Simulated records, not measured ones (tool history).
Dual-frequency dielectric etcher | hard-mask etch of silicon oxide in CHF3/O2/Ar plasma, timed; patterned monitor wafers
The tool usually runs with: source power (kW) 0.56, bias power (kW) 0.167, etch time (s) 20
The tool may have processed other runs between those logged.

run	hour	source power (kW)	bias power (kW)	etch time (s)	wafers since the last listed run	hours since the last wet clean	hours since the last source power generator calibration	hours since the last bias power generator calibration	hours since the last upper electrode change	hours since the gauge calibration	read-back reference wafer on the same gauge, depth_nm	mean etch depth across the wafer (nm)
1	0	0.52	0.167	22.5	0	238.3	3761.6	2576.2	2661.2	228.6	40.62	45.45
2	21.9	0.56	0.167	20	359	260.2	3783.5	2598.1	2683.1	250.5	40.68	42.56
3	54.5	0.56	0.184	20	535	292.8	3816.1	2630.7	2715.7	283.1	40.64	43.13
4	82.8	0.56	0.184	20	464	321.1	3844.4	2659	2744	311.4	40.69	44.62
# hour 123.1: wet clean of the chamber
5	123.6	0.56	0.184	20	275	0.5	3885.2	2699.8	2784.8	352.2	40.6	45.16
6	132.1	0.56	0.188	20	139	9	3893.7	2708.3	2793.3	360.7	40.54	45.73
7	144.6	0.56	0.188	20	205	21.5	3906.2	2720.8	2805.8	373.2	40.63	45.91
8	170.3	0.56	0.188	20	422	47.2	3931.9	2746.5	2831.5	398.9	40.66	45.13
9	205.2	0.56	0.167	20	573	82.1	3966.8	2781.4	2866.4	433.8	40.6	43.69
# hour 254: wet clean of the chamber, repeated, since the last time left the tool worse
10	254.5	0.56	0.167	20	415	0.5	4016.1	2830.7	2915.7	483.1	40.65	41.27
11	257.6	0.56	0.167	20	50	3.6	4019.2	2833.8	2918.8	486.2	40.58	41.13
12	283.1	0.56	0.167	20	418	29.1	4044.7	2859.3	2944.3	511.7	40.53	40.76
# hour 322.8: gauge calibrated
13	345.3	0.56	0.167	20	1021	91.3	4106.9	2921.5	3006.5	22.5	40.54	41.4
14	359.9	0.59	0.167	16	239	105.9	4121.5	2936.1	3021.1	37.1	40.67	34
15	391.6	0.56	0.207	22.5	520	137.6	4153.2	2967.8	3052.8	68.8	40.61	50.78
16	405	0.56	0.167	15.5	220	151	4166.6	2981.2	3066.2	82.2	40.68	32.52
# hour 425.8: bias power generator calibrated
17	432.6	0.56	0.192	20	387	178.6	4194.2	6.8	3093.8	109.8	40.6	44.37
18	448.4	0.44	0.126	17.5	259	194.4	4210	22.6	3109.6	125.6	40.52	28.79
# hour 483.5: upper electrode replaced
19	484	0.56	0.155	22.5	190	230	4245.6	58.2	0.5	161.2	40.56	45.48
# hour 519.2: source power generator calibrated
20	536.5	0.56	0.184	20	796	282.5	17.3	110.7	53	213.7	40.63	43.24
21	563.1	0.49	0.129	17.5	436	309.1	43.9	137.3	79.6	240.3	40.7	31.36
22	577.8	0.45	0.189	17	241	323.8	58.6	152	94.3	255	40.69	34.37
23	601.2	0.56	0.197	24.5	384	347.2	82	175.4	117.7	278.4	40.58	55.58
24	621.2	0.62	0.167	26	328	367.2	102	195.4	137.7	298.4	40.57	57.15
# hour 647.2: wet clean of the chamber
25	647.7	0.56	0.19	20	41	0.5	128.5	221.9	164.2	324.9	40.56	43.46
26	664.2	0.56	0.167	20	271	17	145	238.4	180.7	341.4	40.56	40.69
27	682	0.48	0.193	20	292	34.8	162.8	256.2	198.5	359.2	40.53	40.43
28	711.9	0.6	0.13	16.5	491	64.7	192.7	286.1	228.4	389.1	40.59	31.43
29	729.3	0.56	0.167	20	285	82.1	210.1	303.5	245.8	406.5	40.59	40.94

Branching from run 29: 3 alternative next runs. What would each branch give?
A	729.7	0.56	0.167	18.5	6	82.5	210.5	303.9	246.2	406.9	?	?
B	729.7	0.67	0.132	14.5	6	82.5	210.5	303.9	246.2	406.9	?	?
C	729.7	0.56	0.182	17	6	82.5	210.5	303.9	246.2	406.9	?	?

run	read-back reference wafer on the same gauge, depth_nm	mean etch depth across the wafer (nm)
A	40.66	38.32
B	40.66	29.41
C	40.66	36.51
What these runs would have given with no unlogged condition in the tool:
run	mean etch depth across the wafer (nm)
A	38.19
B	29.31
C	36.39
